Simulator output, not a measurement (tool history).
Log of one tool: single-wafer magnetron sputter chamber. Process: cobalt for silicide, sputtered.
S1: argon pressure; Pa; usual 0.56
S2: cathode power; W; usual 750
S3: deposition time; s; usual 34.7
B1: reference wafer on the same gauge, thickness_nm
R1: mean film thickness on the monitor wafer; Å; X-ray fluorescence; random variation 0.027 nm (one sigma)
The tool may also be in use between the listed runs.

{"run": 1, "hour": 0.0, "S1": 0.56, "S2": 900, "S3": 34.7, "B1": 13.894, "R1": 153.72}
{"run": 2, "hour": 46.2, "S1": 0.56, "S2": 900, "S3": 34.7, "B1": 13.904, "R1": 153.79}
{"run": 3, "hour": 96.2, "S1": 0.56, "S2": 900, "S3": 34.7, "B1": 13.887, "R1": 153.72}
{"run": 4, "hour": 150.8, "S1": 0.56, "S2": 750, "S3": 34.7, "B1": 13.903, "R1": 133.71}
{"hour": 418.1, "done": "sputter target and shields replaced"}
{"run": 5, "hour": 450.6, "S1": 0.56, "S2": 750, "S3": 34.7, "B1": 13.899, "R1": 134.08}
{"run": 6, "hour": 499.8, "S1": 0.56, "S2": 800, "S3": 34.7, "B1": 13.903, "R1": 141.3}
{"run": 7, "hour": 577.5, "S1": 0.56, "S2": 750, "S3": 34.7, "B1": 13.896, "R1": 134.31}
{"run": 8, "hour": 649.7, "S1": 0.684, "S2": 700, "S3": 34.7, "B1": 13.903, "R1": 122.87}
{"run": 9, "hour": 721.8, "S1": 0.684, "S2": 700, "S3": 34.7, "B1": 13.901, "R1": 122.43}
{"run": 10, "hour": 800.9, "S1": 0.684, "S2": 700, "S3": 34.7, "B1": 13.893, "R1": 122.8}
{"hour": 855.4, "done": "capacitance manometer re-zeroed and calibrated"}
{"run": 11, "hour": 886.3, "S1": 0.73, "S2": 750, "S3": 34.7, "B1": 13.905, "R1": 125.13}
{"run": 12, "hour": 967.7, "S1": 0.73, "S2": 750, "S3": 34.7, "B1": 13.908, "R1": 125.93}
{"hour": 1025.5, "done": "sputter target and shields replaced"}
{"run": 13, "hour": 1162.8, "S1": 0.56, "S2": 750, "S3": 39.3, "B1": 13.91, "R1": 151.4}
{"run": 14, "hour": 1248.0, "S1": 0.56, "S2": 750, "S3": 39.3, "B1": 13.897, "R1": 150.99}
{"run": 15, "hour": 1309.5, "S1": 0.764, "S2": 900, "S3": 38.7, "B1": 13.901, "R1": 159.65}
{"hour": 1332.9, "done": "magnet pack replaced, of another model than before"}
{"run": 16, "hour": 1393.9, "S1": 0.621, "S2": 750, "S3": 34.7, "B1": 13.915, "R1": 130}
{"run": 17, "hour": 1475.9, "S1": 0.56, "S2": 750, "S3": 39.1, "B1": 13.899, "R1": 151.09}
{"hour": 1497.7, "done": "gauge calibrated"}
{"run": 18, "hour": 1526.0, "S1": 0.56, "S2": 750, "S3": 34.7, "B1": 13.909, "R1": 134.12}
{"run": 19, "hour": 1570.1, "S1": 0.683, "S2": 750, "S3": 29.1, "B1": 13.898, "R1": 106.01}
{"hour": 1599.2, "done": "sputter target and shields replaced"}
{"run": 20, "hour": 1613.3, "S1": 0.56, "S2": 750, "S3": 34.7, "B1": 13.9, "R1": 133.93}
{"run": 21, "hour": 1848.5, "S1": 0.715, "S2": 750, "S3": 34.7, "B1": 13.903, "R1": 125.22}
{"run": 22, "hour": 1947.6, "S1": 0.56, "S2": 750, "S3": 41.1, "B1": 13.895, "R1": 160.12}
{"run": 23, "hour": 2016.1, "S1": 0.56, "S2": 800, "S3": 29.8, "B1": 13.899, "R1": 122.39}
{"hour": 2115.2, "done": "capacitance manometer re-zeroed and calibrated"}
{"hour": 2162.1, "done": "sputter target and shields replaced"}
{"run": 24, "hour": 2266.3, "S1": 0.734, "S2": 900, "S3": 28.4, "B1": 13.897, "R1": 114.48}
{"run": 25, "hour": 2352.9, "S1": 0.363, "S2": 750, "S3": 41.6, "B1": 13.906, "R1": 177.84}
{"run": 26, "hour": 2457.5, "S1": 0.56, "S2": 750, "S3": 41.5, "B1": 13.892, "R1": 160.11}
{"hour": 2685.9, "done": "sputter target and shields replaced"}
{"run": 27, "hour": 2736.6, "S1": 0.449, "S2": 750, "S3": 34.7, "B1": 13.902, "R1": 142.36}
{"run": 28, "hour": 2789.4, "S1": 0.357, "S2": 600, "S3": 30.6, "B1": 13.892, "R1": 111.71}

4 ways to go on from here, each from the tool as it stands after run 28. What would each give?
{"run": "A", "hour": 2789.8, "S1": 0.56, "S2": 750, "S3": 28, "B1": "?", "R1": "?"}
{"run": "B", "hour": 2789.8, "S1": 0.695, "S2": 750, "S3": 34.7, "B1": "?", "R1": "?"}
{"run": "C", "hour": 2789.8, "S1": 0.78, "S2": 750, "S3": 34.7, "B1": "?", "R1": "?"}
{"run": "D", "hour": 2789.8, "S1": 0.66, "S2": 700, "S3": 28.3, "B1": "?", "R1": "?"}

run=A B1=13.902 R1=108.37
run=B B1=13.902 R1=125.68
run=C B1=13.902 R1=120.65
run=D B1=13.902 R1=98.98
Without the tool's hidden state the same runs would have given:
run=A R1=107.12
run=B R1=123.69
run=C R1=118.41
run=D R1=97.52
